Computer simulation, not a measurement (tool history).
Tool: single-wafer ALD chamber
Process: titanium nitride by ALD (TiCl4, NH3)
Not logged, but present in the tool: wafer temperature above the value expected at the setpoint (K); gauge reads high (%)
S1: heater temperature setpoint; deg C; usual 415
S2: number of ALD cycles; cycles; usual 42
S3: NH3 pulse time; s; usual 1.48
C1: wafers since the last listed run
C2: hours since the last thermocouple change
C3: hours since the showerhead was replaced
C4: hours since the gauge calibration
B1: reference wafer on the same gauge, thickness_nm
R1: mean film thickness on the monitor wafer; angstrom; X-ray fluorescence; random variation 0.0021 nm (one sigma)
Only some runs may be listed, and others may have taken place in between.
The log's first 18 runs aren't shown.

run	hour	S1	S2	S3	C1	C2	C3	C4	B1	R1
19	490.2	415	42	1.69	50	68.1	3763.8	947.4	0.965	8.64
20	521.7	415	45	1.48	119	99.6	3795.3	978.9	0.965	9.20
21	536.2	420	48	1.92	55	114.1	3809.8	993.4	0.965	9.94
22	565.0	404	42	1.10	109	142.9	3838.6	1022.2	0.965	8.30
23	651.7	428	46	1.21	328	229.6	3925.3	1108.9	0.965	9.38
24	666.3	415	42	1.48	55	244.2	3939.9	1123.5	0.965	8.61
# hour 675.3: showerhead replaced
# hour 675.5: gauge calibrated
25	697.5	429	46	1.02	88	275.4	22.2	22.0	0.946	9.08
26	710.5	429	50	1.00	49	288.4	35.2	35.0	0.946	9.93
27	726.5	415	42	1.48	60	304.4	51.2	51.0	0.947	8.42
28	739.4	415	48	1.71	48	317.3	64.1	63.9	0.947	9.65
29	752.1	411	42	1.48	48	330.0	76.8	76.6	0.948	8.40
30	774.5	420	48	1.92	84	352.4	99.2	99.0	0.949	9.77

The next listed run, before its measurement:
31	793.3	415	42	1.48	71	371.2	118.0	117.8	?	?

Run 31 yielded B1 0.950, R1 8.46 angstrom.
Minus the tool's unlogged condition, the same run would have read R1 8.41 angstrom.
